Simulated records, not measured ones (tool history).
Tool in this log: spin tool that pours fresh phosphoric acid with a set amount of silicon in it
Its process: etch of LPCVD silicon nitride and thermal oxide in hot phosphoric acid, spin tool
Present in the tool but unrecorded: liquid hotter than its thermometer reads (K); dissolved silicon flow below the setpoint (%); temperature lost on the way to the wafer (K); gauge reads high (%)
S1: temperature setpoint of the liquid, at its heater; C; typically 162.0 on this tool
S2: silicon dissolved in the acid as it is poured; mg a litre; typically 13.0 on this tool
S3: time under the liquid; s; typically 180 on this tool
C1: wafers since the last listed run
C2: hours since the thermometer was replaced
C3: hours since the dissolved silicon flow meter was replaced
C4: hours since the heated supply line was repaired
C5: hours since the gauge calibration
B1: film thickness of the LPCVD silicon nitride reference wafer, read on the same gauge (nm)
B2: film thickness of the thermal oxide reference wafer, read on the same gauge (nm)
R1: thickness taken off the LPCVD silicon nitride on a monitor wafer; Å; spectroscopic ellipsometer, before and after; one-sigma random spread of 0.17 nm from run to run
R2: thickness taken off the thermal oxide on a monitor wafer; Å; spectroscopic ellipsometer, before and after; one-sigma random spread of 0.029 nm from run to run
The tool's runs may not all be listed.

Run 1, hour 0.0: usual settings but S1 165.0 C, S2 4.0 mg a litre; C1 0; C2 1042.4; C3 739.9; C4 2088.9; C5 618.4; B1 80.01; B2 100.008. Result: R1 233.9 Å, R2 6.85 Å.
Run 2, hour 10.6: usual settings but S1 163.5 C, S3 245 s; C1 64; C2 1053.0; C3 750.5; C4 2099.5; C5 629.0; B1 80.00; B2 99.985. Result: R1 297.0 Å, R2 7.79 Å.
Run 3, hour 25.9: usual settings; C1 93; C2 1068.3; C3 765.8; C4 2114.8; C5 644.3; B1 80.00; B2 100.000. Result: R1 209.6 Å, R2 5.39 Å.
Run 4, hour 39.2: usual settings but S2 23.5 mg a litre; C1 81; C2 1081.6; C3 779.1; C4 2128.1; C5 657.6; B1 80.01; B2 100.021. Result: R1 212.7 Å, R2 4.18 Å.
Run 5, hour 53.1: usual settings; C1 84; C2 1095.5; C3 793.0; C4 2142.0; C5 671.5; B1 80.02; B2 100.006. Result: R1 214.7 Å, R2 5.00 Å.
Run 6, hour 69.9: usual settings but S1 164.0 C, S2 16.5 mg a litre, S3 105 s; C1 102; C2 1112.3; C3 809.8; C4 2158.8; C5 688.3; B1 79.98; B2 99.986. Result: R1 134.0 Å, R2 3.03 Å.
Run 7, hour 81.3: usual settings but S1 160.5 C, S3 85 s; C1 69; C2 1123.7; C3 821.2; C4 2170.2; C5 699.7; B1 80.00; B2 99.978. Result: R1 95.9 Å, R2 2.56 Å.
Run 8, hour 88.8: usual settings but S3 285 s; C1 45; C2 1131.2; C3 828.7; C4 2177.7; C5 707.2; B1 79.99; B2 99.991. Result: R1 333.6 Å, R2 7.89 Å.
At hour 90.6: heated supply line repaired.
Run 9, hour 96.6: usual settings; C1 41; C2 1139.0; C3 836.5; C4 6.0; C5 715.0; B1 79.99; B2 99.998. Result: R1 210.9 Å, R2 5.68 Å.
Run 10, hour 110.6: usual settings; C1 85; C2 1153.0; C3 850.5; C4 20.0; C5 729.0; B1 80.02; B2 100.001. Result: R1 211.0 Å, R2 5.50 Å.
At hour 114.2: dissolved silicon flow meter replaced.
Run 11, hour 124.6: usual settings but S1 161.0 C, S3 130 s; C1 79; C2 1167.0; C3 10.4; C4 34.0; C5 743.0; B1 79.99; B2 99.987. Result: R1 148.6 Å, R2 3.82 Å.
At hour 128.0: gauge calibrated.
At hour 159.3: thermometer replaced.
Run 12, hour 160.1: usual settings but S1 165.0 C; C1 210; C2 0.8; C3 45.9; C4 69.5; C5 32.1; B1 80.00; B2 99.985. Result: R1 217.5 Å, R2 6.14 Å.
Run 13, hour 177.2: usual settings but S3 245 s; C1 104; C2 17.9; C3 63.0; C4 86.6; C5 49.2; B1 80.01; B2 99.992. Result: R1 269.3 Å, R2 5.76 Å.
Run 14, hour 190.8: usual settings but S1 160.5 C, S3 85 s; C1 82; C2 31.5; C3 76.6; C4 100.2; C5 62.8; B1 80.01; B2 99.993. Result: R1 89.0 Å, R2 1.83 Å.
Run 15, hour 196.9: usual settings but S1 160.0 C; C1 37; C2 37.6; C3 82.7; C4 106.3; C5 68.9; B1 80.01; B2 100.011. Result: R1 184.8 Å, R2 4.13 Å.
Run 16, hour 205.5: usual settings but S2 23.0 mg a litre, S3 125 s; C1 52; C2 46.2; C3 91.3; C4 114.9; C5 77.5; B1 80.00; B2 99.996. Result: R1 135.2 Å, R2 2.16 Å.
Run 17, hour 219.2: usual settings but S1 163.5 C, S3 250 s; C1 83; C2 59.9; C3 105.0; C4 128.6; C5 91.2; B1 80.00; B2 100.010. Result: R1 287.1 Å, R2 6.53 Å.
Run 18, hour 236.8: usual settings but S3 135 s; C1 107; C2 77.5; C3 122.6; C4 146.2; C5 108.8; B1 80.01; B2 99.989. Result: R1 146.9 Å, R2 3.00 Å.
Run 19, hour 244.8: usual settings; C1 48; C2 85.5; C3 130.6; C4 154.2; C5 116.8; B1 80.01; B2 100.009. Result: R1 196.3 Å, R2 4.27 Å.
Run 20, hour 253.3: usual settings but S1 164.0 C; C1 51; C2 94.0; C3 139.1; C4 162.7; C5 125.3; B1 79.99; B2 100.012. Result: R1 214.5 Å, R2 5.74 Å.
Run 21, hour 265.0: usual settings; C1 71; C2 105.7; C3 150.8; C4 174.4; C5 137.0; B1 80.02; B2 100.002. Result: R1 200.9 Å, R2 4.63 Å.
Run 22, hour 282.8: usual settings; C1 108; C2 123.5; C3 168.6; C4 192.2; C5 154.8; B1 80.00; B2 100.008. Result: R1 196.9 Å, R2 4.40 Å.

Forecast each of these 4 alternatives for the next run:
Run A, hour 283.3: usual settings; C1 3; C2 124.0; C3 169.1; C4 192.7; C5 155.3; B1 ?; B2 ?. Result: R1 ?, R2 ?.
Run B, hour 283.3: usual settings but S1 164.5 C, S2 3.5 mg a litre, S3 270 s; C1 3; C2 124.0; C3 169.1; C4 192.7; C5 155.3; B1 ?; B2 ?. Result: R1 ?, R2 ?.
Run C, hour 283.3: usual settings but S1 164.0 C, S3 115 s; C1 3; C2 124.0; C3 169.1; C4 192.7; C5 155.3; B1 ?; B2 ?. Result: R1 ?, R2 ?.
Run D, hour 283.3: usual settings but S1 160.5 C, S2 5.5 mg a litre, S3 235 s; C1 3; C2 124.0; C3 169.1; C4 192.7; C5 155.3; B1 ?; B2 ?. Result: R1 ?, R2 ?.

run     B1       B2     R1    R2
  A  80.01  100.026  197.6  3.90
  B  80.01  100.026  321.9  8.60
  C  80.01  100.026  134.9  2.88
  D  80.01  100.026  245.4  5.37
Stripped of hidden state, with their random variation kept, the same runs would have yielded:
run     R1    R2
  A  194.2  3.75
  B  316.5  8.28
  C  132.6  2.77
  D  241.2  5.17
